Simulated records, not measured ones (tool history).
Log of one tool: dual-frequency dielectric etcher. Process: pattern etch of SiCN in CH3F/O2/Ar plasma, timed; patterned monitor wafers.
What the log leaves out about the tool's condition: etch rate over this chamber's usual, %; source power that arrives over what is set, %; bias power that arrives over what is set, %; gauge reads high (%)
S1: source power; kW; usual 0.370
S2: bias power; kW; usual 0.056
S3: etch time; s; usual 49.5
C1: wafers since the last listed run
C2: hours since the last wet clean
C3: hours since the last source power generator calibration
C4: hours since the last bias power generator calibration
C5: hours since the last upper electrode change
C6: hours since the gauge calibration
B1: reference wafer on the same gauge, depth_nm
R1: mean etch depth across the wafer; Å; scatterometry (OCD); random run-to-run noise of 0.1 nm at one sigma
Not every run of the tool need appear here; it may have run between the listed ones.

| run | hour | S1 | S2 | S3 | C1 | C2 | C3 | C4 | C5 | C6 | B1 | R1 |
|---|---|---|---|---|---|---|---|---|---|---|---|---|
| 1 | 0.0 | 0.370 | 0.056 | 49.5 | 0 | 203.0 | 2782.1 | 4804.0 | 5311.2 | 47.6 | 15.92 | 151.9 |
| 2 | 12.5 | 0.370 | 0.056 | 49.5 | 185 | 215.5 | 2794.6 | 4816.5 | 5323.7 | 60.1 | 15.90 | 153.2 |
| 3 | 19.4 | 0.370 | 0.056 | 49.5 | 102 | 222.4 | 2801.5 | 4823.4 | 5330.6 | 67.0 | 15.90 | 154.0 |
| 4 | 31.3 | 0.370 | 0.063 | 54.5 | 176 | 234.3 | 2813.4 | 4835.3 | 5342.5 | 78.9 | 15.87 | 172.6 |
| 5 | 49.0 | 0.370 | 0.056 | 49.5 | 262 | 252.0 | 2831.1 | 4853.0 | 5360.2 | 96.6 | 15.94 | 153.8 |
| 6 | 58.7 | 0.370 | 0.056 | 49.5 | 143 | 261.7 | 2840.8 | 4862.7 | 5369.9 | 106.3 | 15.87 | 153.4 |
| 7 | 72.5 | 0.350 | 0.048 | 49.5 | 204 | 275.5 | 2854.6 | 4876.5 | 5383.7 | 120.1 | 15.91 | 140.8 |
| 8 | 83.5 | 0.350 | 0.048 | 49.5 | 163 | 286.5 | 2865.6 | 4887.5 | 5394.7 | 131.1 | 15.88 | 140.5 |
| 9 | 93.3 | 0.320 | 0.056 | 49.5 | 145 | 296.3 | 2875.4 | 4897.3 | 5404.5 | 140.9 | 15.90 | 141.0 |
| 10 | 125.2 | 0.320 | 0.056 | 49.5 | 472 | 328.2 | 2907.3 | 4929.2 | 5436.4 | 172.8 | 15.89 | 140.0 |
| 11 | 133.8 | 0.370 | 0.056 | 49.5 | 127 | 336.8 | 2915.9 | 4937.8 | 5445.0 | 181.4 | 15.90 | 151.6 |
| 12 | 148.2 | 0.370 | 0.056 | 49.5 | 213 | 351.2 | 2930.3 | 4952.2 | 5459.4 | 195.8 | 15.89 | 153.8 |
|  | 161.4 | bias power generator calibrated |
|  | 176.1 | wet clean of the chamber |
|  | 185.1 | upper electrode replaced |
| 13 | 185.6 | 0.370 | 0.056 | 49.5 | 142 | 9.5 | 2967.7 | 24.2 | 0.5 | 233.2 | 15.90 | 153.5 |
| 14 | 185.9 | 0.370 | 0.066 | 49.5 | 4 | 9.8 | 2968.0 | 24.5 | 0.8 | 233.5 | 15.89 | 160.9 |
|  | 195.3 | gauge calibrated |
| 15 | 219.3 | 0.320 | 0.056 | 49.5 | 495 | 43.2 | 3001.4 | 57.9 | 34.2 | 24.0 | 15.90 | 140.2 |
| 16 | 232.7 | 0.410 | 0.056 | 49.5 | 198 | 56.6 | 3014.8 | 71.3 | 47.6 | 37.4 | 15.89 | 160.1 |
|  | 245.2 | source power generator calibrated |
| 17 | 250.3 | 0.320 | 0.069 | 43.5 | 201 | 74.2 | 5.1 | 88.9 | 65.2 | 55.0 | 15.92 | 134.0 |
| 18 | 283.4 | 0.370 | 0.063 | 49.5 | 490 | 107.3 | 38.2 | 122.0 | 98.3 | 88.1 | 15.91 | 159.8 |
| 19 | 292.9 | 0.440 | 0.064 | 61.5 | 140 | 116.8 | 47.7 | 131.5 | 107.8 | 97.6 | 15.93 | 218.9 |
| 20 | 303.5 | 0.370 | 0.056 | 49.5 | 157 | 127.4 | 58.3 | 142.1 | 118.4 | 108.2 | 15.87 | 153.6 |
| 21 | 319.7 | 0.370 | 0.043 | 64.0 | 240 | 143.6 | 74.5 | 158.3 | 134.6 | 124.4 | 15.93 | 178.9 |
| 22 | 325.8 | 0.420 | 0.063 | 41.0 | 90 | 149.7 | 80.6 | 164.4 | 140.7 | 130.5 | 15.91 | 141.8 |
| 23 | 341.3 | 0.390 | 0.063 | 49.5 | 229 | 165.2 | 96.1 | 179.9 | 156.2 | 146.0 | 15.89 | 164.1 |

Predict each of these 3 candidate next runs independently; none follows another, all start after run 23:
| A | 341.7 | 0.300 | 0.056 | 49.5 | 5 | 165.6 | 96.5 | 180.3 | 156.6 | 146.4 | ? | ? |
| B | 341.7 | 0.370 | 0.043 | 49.5 | 5 | 165.6 | 96.5 | 180.3 | 156.6 | 146.4 | ? | ? |
| C | 341.7 | 0.420 | 0.056 | 44.5 | 5 | 165.6 | 96.5 | 180.3 | 156.6 | 146.4 | ? | ? |

| run | B1 | R1 |
|---|---|---|
| A | 15.92 | 135.2 |
| B | 15.92 | 139.3 |
| C | 15.92 | 147.5 |
What these runs would have given with no unlogged condition in the tool:
| run | R1 |
|---|---|
| A | 135.2 |
| B | 139.3 |
| C | 147.5 |
